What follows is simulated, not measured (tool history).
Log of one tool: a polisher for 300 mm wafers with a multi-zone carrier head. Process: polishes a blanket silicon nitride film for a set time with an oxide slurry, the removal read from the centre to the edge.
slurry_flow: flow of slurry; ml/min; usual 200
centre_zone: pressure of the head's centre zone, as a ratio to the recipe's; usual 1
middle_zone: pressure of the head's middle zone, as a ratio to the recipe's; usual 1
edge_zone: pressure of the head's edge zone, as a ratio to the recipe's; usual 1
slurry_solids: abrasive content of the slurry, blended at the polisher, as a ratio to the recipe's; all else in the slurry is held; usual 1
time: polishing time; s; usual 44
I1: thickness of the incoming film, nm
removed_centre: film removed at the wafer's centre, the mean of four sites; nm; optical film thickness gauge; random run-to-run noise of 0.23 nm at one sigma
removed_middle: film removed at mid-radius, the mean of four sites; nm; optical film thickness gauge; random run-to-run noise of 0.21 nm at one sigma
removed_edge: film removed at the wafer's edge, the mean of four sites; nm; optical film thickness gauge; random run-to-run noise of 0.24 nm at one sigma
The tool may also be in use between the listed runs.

Run 1, hour 0: usual settings; I1 424.5. Result: removed_centre 24.6 nm, removed_middle 23.9 nm, removed_edge 23.3 nm.
Run 2, hour 13: usual settings but centre_zone 0.91, middle_zone 0.93; I1 426.2. Result: removed_centre 22.1 nm, removed_middle 22.6 nm, removed_edge 23.3 nm.
Run 3, hour 27.9: usual settings; I1 431.9. Result: removed_centre 24.4 nm, removed_middle 24.3 nm, removed_edge 23 nm.
Run 4, hour 43: usual settings but slurry_flow 135 ml/min, centre_zone 1.06, slurry_solids 0.7; I1 423.5. Result: removed_centre 19.8 nm, removed_middle 18.7 nm, removed_edge 18.3 nm.
At hour 48.7: slurry nozzle cleaned.
Run 5, hour 51.5: usual settings but slurry_flow 140 ml/min, edge_zone 0.9; I1 436.4. Result: removed_centre 22.8 nm, removed_middle 22.2 nm, removed_edge 21.3 nm.
Run 6, hour 62: usual settings but centre_zone 0.92, edge_zone 0.95; I1 428.3. Result: removed_centre 22.6 nm, removed_middle 23.8 nm, removed_edge 22.6 nm.
Run 7, hour 77.2: usual settings but edge_zone 0.95; I1 429.2. Result: removed_centre 24.5 nm, removed_middle 24 nm, removed_edge 23.2 nm.
Run 8, hour 90.9: usual settings but centre_zone 0.94, middle_zone 1.09; I1 428.9. Result: removed_centre 22.7 nm, removed_middle 26.1 nm, removed_edge 23.3 nm.
At hour 96.4: worn pad replaced by a new one.
Run 9, hour 106.6: usual settings but slurry_solids 1.2; I1 426.3. Result: removed_centre 26.1 nm, removed_middle 25.8 nm, removed_edge 25.1 nm.
Run 10, hour 114.1: usual settings but centre_zone 0.93, slurry_solids 1.1; I1 423.2. Result: removed_centre 23.2 nm, removed_middle 24.8 nm, removed_edge 24.3 nm.
At hour 131.3: edge zone pressure recalibrated.
Run 11, hour 131.8: usual settings but slurry_flow 230 ml/min, slurry_solids 0.9; I1 426. Result: removed_centre 23.7 nm, removed_middle 23.6 nm, removed_edge 22.7 nm.
Run 12, hour 139.3: usual settings but centre_zone 0.94, middle_zone 1.04; I1 429.8. Result: removed_centre 22.5 nm, removed_middle 24.9 nm, removed_edge 23 nm.
Run 13, hour 156.6: usual settings but centre_zone 0.92, slurry_solids 1.1, time 56 s; I1 431.7. Result: removed_centre 30 nm, removed_middle 31.9 nm, removed_edge 30.7 nm.
Run 14, hour 170.7: usual settings but slurry_solids 1.25; I1 432.5. Result: removed_centre 26.4 nm, removed_middle 26.8 nm, removed_edge 25.8 nm.
Run 15, hour 188: usual settings but edge_zone 0.91; I1 436.1. Result: removed_centre 24.1 nm, removed_middle 24.2 nm, removed_edge 22.1 nm.
Run 16, hour 197.7: usual settings but edge_zone 1.06, time 35 s; I1 435.7. Result: removed_centre 19.3 nm, removed_middle 19.2 nm, removed_edge 18.9 nm.
Run 17, hour 205.9: usual settings but slurry_flow 130 ml/min, edge_zone 1.05; I1 429.9. Result: removed_centre 22.3 nm, removed_middle 21.9 nm, removed_edge 22.7 nm.
At hour 223: worn pad replaced by a new one.
Run 18, hour 223.5: usual settings but middle_zone 0.96, slurry_solids 1.2, time 34 s; I1 433. Result: removed_centre 20.1 nm, removed_middle 19.3 nm, removed_edge 19.9 nm.
Run 19, hour 228.3: usual settings but centre_zone 1.1, edge_zone 1.08, slurry_solids 0.8, time 54 s; I1 428.5. Result: removed_centre 29.6 nm, removed_middle 26.3 nm, removed_edge 26.4 nm.
Run 20, hour 240.9: usual settings but slurry_flow 135 ml/min, centre_zone 1.07, slurry_solids 1.2, time 49 s; I1 426.5. Result: removed_centre 28.5 nm, removed_middle 27.1 nm, removed_edge 26.2 nm.
Run 21, hour 258.1: usual settings; I1 430.2. Result: removed_centre 24 nm, removed_middle 24.3 nm, removed_edge 22.9 nm.
Run 22, hour 269.5: usual settings; I1 431.5. Result: removed_centre 24.3 nm, removed_middle 24.1 nm, removed_edge 23.1 nm.

Here are 4 independent what-if runs from the current tool condition. What would each one return?
Run A, hour 269.9: usual settings but centre_zone 0.88; I1 434.7. Result: removed_centre ?, removed_middle ?, removed_edge ?.
Run B, hour 269.9: usual settings but slurry_flow 165 ml/min, centre_zone 0.92, edge_zone 0.95, time 35 s; I1 434.7. Result: removed_centre ?, removed_middle ?, removed_edge ?.
Run C, hour 269.9: usual settings but middle_zone 0.97; I1 434.7. Result: removed_centre ?, removed_middle ?, removed_edge ?.
Run D, hour 269.9: usual settings but centre_zone 0.97, middle_zone 0.93, slurry_solids 1.15, time 51 s; I1 434.7. Result: removed_centre ?, removed_middle ?, removed_edge ?.

run  removed_centre  removed_middle  removed_edge
  A            21.6              24          22.8
  B            17.3            18.5          17.2
  C            24.4            23.4          22.8
  D            29.1            27.8            28
What these runs would have given with no unlogged condition in the tool:
run  removed_centre  removed_middle  removed_edge
  A            21.6              24          22.8
  B            17.3            18.5          17.2
  C            24.4            23.4          22.8
  D            29.1            27.8            28

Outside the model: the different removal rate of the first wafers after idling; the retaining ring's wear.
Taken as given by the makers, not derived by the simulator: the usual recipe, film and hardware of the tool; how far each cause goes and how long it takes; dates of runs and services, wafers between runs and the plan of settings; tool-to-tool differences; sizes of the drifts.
